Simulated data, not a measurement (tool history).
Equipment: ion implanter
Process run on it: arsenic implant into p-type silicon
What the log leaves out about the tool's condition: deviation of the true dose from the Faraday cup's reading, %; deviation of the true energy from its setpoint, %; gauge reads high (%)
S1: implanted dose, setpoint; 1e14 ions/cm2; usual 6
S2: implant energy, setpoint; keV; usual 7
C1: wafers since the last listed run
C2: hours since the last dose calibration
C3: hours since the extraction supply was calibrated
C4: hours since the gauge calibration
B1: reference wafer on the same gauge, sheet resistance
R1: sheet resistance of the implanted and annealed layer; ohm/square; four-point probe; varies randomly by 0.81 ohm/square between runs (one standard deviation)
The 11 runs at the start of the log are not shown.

run 12 hour=264.3 | S1=6.45 S2=6.5 | C1=453 C2=692.7 C3=6366.8 C4=891.5 | B1=213.88 | R1=218.64
run 13 hour=288.2 | S1=6.68 S2=6 | C1=556 C2=716.6 C3=6390.7 C4=915.4 | B1=214.28 | R1=219.96
run 14 hour=315.8 | S1=6.68 S2=6 | C1=642 C2=744.2 C3=6418.3 C4=943 | B1=214.02 | R1=220.98
run 15 hour=340.9 | S1=6.68 S2=6 | C1=584 C2=769.3 C3=6443.4 C4=968.1 | B1=214.21 | R1=221.23
run 16 hour=367 | S1=6.63 S2=6.5 | C1=607 C2=795.4 C3=6469.5 C4=994.2 | B1=213.9 | R1=218.15
run 17 hour=384.4 | S1=6.63 S2=6.5 | C1=405 C2=812.8 C3=6486.9 C4=1011.6 | B1=214.23 | R1=217.26
run 18 hour=403 | S1=4.41 S2=5.5 | C1=433 C2=831.4 C3=6505.5 C4=1030.2 | B1=213.95 | R1=273.55
run 19 hour=429.8 | S1=5.4 S2=6 | C1=623 C2=858.2 C3=6532.3 C4=1057 | B1=214.12 | R1=239.86
-- hour=483.7 Faraday cup replaced and dose calibrated
-- hour=525.1 gauge calibrated
run 20 hour=527.9 | S1=7.77 S2=9 | C1=2097 C2=44.2 C3=6630.4 C4=2.8 | B1=214.15 | R1=189.89
run 21 hour=563.4 | S1=4.3 S2=4.5 | C1=826 C2=79.7 C3=6665.9 C4=38.3 | B1=214.11 | R1=287.74
-- hour=588.2 extraction supply calibrated
run 22 hour=588.7 | S1=7.31 S2=6 | C1=402 C2=105 C3=0.5 C4=63.6 | B1=213.82 | R1=212.74
run 23 hour=605.2 | S1=5.4 S2=6 | C1=384 C2=121.5 C3=17 C4=80.1 | B1=214.21 | R1=237.44
run 24 hour=628.9 | S1=6 S2=7 | C1=551 C2=145.2 C3=40.7 C4=103.8 | B1=214.02 | R1=221
run 25 hour=656.2 | S1=6 S2=7 | C1=635 C2=172.5 C3=68 C4=131.1 | B1=214.05 | R1=220.05
run 26 hour=675.1 | S1=4.8 S2=5 | C1=440 C2=191.4 C3=86.9 C4=150 | B1=213.92 | R1=265.81
run 27 hour=695.5 | S1=4.34 S2=5.5 | C1=474 C2=211.8 C3=107.3 C4=170.4 | B1=213.86 | R1=275.58
run 28 hour=718.8 | S1=6 S2=8.5 | C1=542 C2=235.1 C3=130.6 C4=193.7 | B1=213.93 | R1=211.21
run 29 hour=737.2 | S1=4.27 S2=6.5 | C1=428 C2=253.5 C3=149 C4=212.1 | B1=214.08 | R1=269.83
run 30 hour=773 | S1=4.86 S2=7 | C1=833 C2=289.3 C3=184.8 C4=247.9 | B1=213.98 | R1=245.87
run 31 hour=800.2 | S1=6 S2=7 | C1=633 C2=316.5 C3=212 C4=275.1 | B1=214.1 | R1=222.3
run 32 hour=813.8 | S1=4.71 S2=9 | C1=316 C2=330.1 C3=225.6 C4=288.7 | B1=213.9 | R1=240.32
run 33 hour=903.7 | S1=6 S2=7 | C1=2092 C2=420 C3=315.5 C4=378.6 | B1=213.91 | R1=221.93
run 34 hour=925.9 | S1=6 S2=7 | C1=516 C2=442.2 C3=337.7 C4=400.8 | B1=214.01 | R1=220.55

Forecast run 35:
run 35 hour=949.7 | S1=7.79 S2=7 | C1=554 C2=466 C3=361.5 C4=424.6 | B1=? | R1=?

B1: 213.95
R1: 202.32 ohm/square
Were there no unlogged condition in the tool, this run, its random variation unchanged, would have produced R1 200.59 ohm/square.

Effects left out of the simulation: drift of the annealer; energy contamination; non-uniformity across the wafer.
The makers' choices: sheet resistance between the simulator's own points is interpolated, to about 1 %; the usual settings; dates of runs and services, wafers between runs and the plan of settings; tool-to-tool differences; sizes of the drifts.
